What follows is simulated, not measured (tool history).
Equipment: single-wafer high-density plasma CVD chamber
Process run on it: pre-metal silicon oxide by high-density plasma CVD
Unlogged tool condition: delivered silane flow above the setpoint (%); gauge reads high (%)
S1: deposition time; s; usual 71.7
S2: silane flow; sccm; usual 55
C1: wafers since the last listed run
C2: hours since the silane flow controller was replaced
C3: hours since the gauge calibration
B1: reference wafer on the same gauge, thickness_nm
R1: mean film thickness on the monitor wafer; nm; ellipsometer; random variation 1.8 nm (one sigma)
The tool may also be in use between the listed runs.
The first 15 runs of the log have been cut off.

At hour 654.7: gauge calibrated.
Run 16, hour 714.5: usual settings but S1 64.1 s, S2 48 sccm; C1 1150; C2 140.6; C3 59.8; B1 418.45. Result: R1 327.128 nm.
Run 17, hour 743.2: usual settings but S1 67.5 s; C1 507; C2 169.3; C3 88.5; B1 419.505. Result: R1 395.113 nm.
Run 18, hour 777.7: usual settings; C1 610; C2 203.8; C3 123; B1 418.475. Result: R1 417.937 nm.
Run 19, hour 828.2: usual settings but S2 51 sccm; C1 893; C2 254.3; C3 173.5; B1 419.588. Result: R1 387.66 nm.
Run 20, hour 876.8: usual settings but S1 85.9 s; C1 859; C2 302.9; C3 222.1; B1 419.238. Result: R1 503.713 nm.
Run 21, hour 933: usual settings but S2 61 sccm; C1 994; C2 359.1; C3 278.3; B1 418.594. Result: R1 467.306 nm.
Run 22, hour 984.2: usual settings but S1 79.1 s, S2 50 sccm; C1 905; C2 410.3; C3 329.5; B1 419.131. Result: R1 421.342 nm.
Run 23, hour 1032.4: usual settings but S1 81.5 s, S2 47 sccm; C1 852; C2 458.5; C3 377.7; B1 419.244. Result: R1 403.976 nm.
Run 24, hour 1063.6: usual settings but S1 66.5 s; C1 552; C2 489.7; C3 408.9; B1 418.555. Result: R1 388.517 nm.
Run 25, hour 1091.4: usual settings but S1 81.3 s, S2 64 sccm; C1 491; C2 517.5; C3 436.7; B1 418.695. Result: R1 551.115 nm.
Run 26, hour 1147: usual settings but S1 67.5 s; C1 983; C2 573.1; C3 492.3; B1 418.911. Result: R1 397.238 nm.
Run 27, hour 1185.3: usual settings but S1 67.2 s; C1 677; C2 611.4; C3 530.6; B1 419. Result: R1 393.538 nm.
Run 28, hour 1213.4: usual settings but S1 64.6 s; C1 497; C2 639.5; C3 558.7; B1 418.927. Result: R1 382.422 nm.
Run 29, hour 1269: usual settings but S1 82.5 s, S2 65 sccm; C1 983; C2 695.1; C3 614.3; B1 418.972. Result: R1 564.938 nm.
Run 30, hour 1339.8: usual settings; C1 1252; C2 765.9; C3 685.1; B1 418.718. Result: R1 417.977 nm.

Here are 4 independent what-if runs from the current tool condition. What would each one return?
Run A, hour 1340.2: usual settings but S1 61.2 s; C1 7; C2 766.3; C3 685.5; B1 ?. Result: R1 ?.
Run B, hour 1340.2: usual settings but S1 60.6 s, S2 51 sccm; C1 7; C2 766.3; C3 685.5; B1 ?. Result: R1 ?.
Run C, hour 1340.2: usual settings but S1 67 s; C1 7; C2 766.3; C3 685.5; B1 ?. Result: R1 ?.
Run D, hour 1340.2: usual settings but S1 84.1 s; C1 7; C2 766.3; C3 685.5; B1 ?. Result: R1 ?.

run       B1       R1
  A  419.023   358.74
  B  419.023  329.389
  C  419.023  392.739
  D  419.023  492.975
With no hidden state in the tool, these same runs would have given:
run       R1
  A   358.74
  B  329.389
  C  392.739
  D  492.975
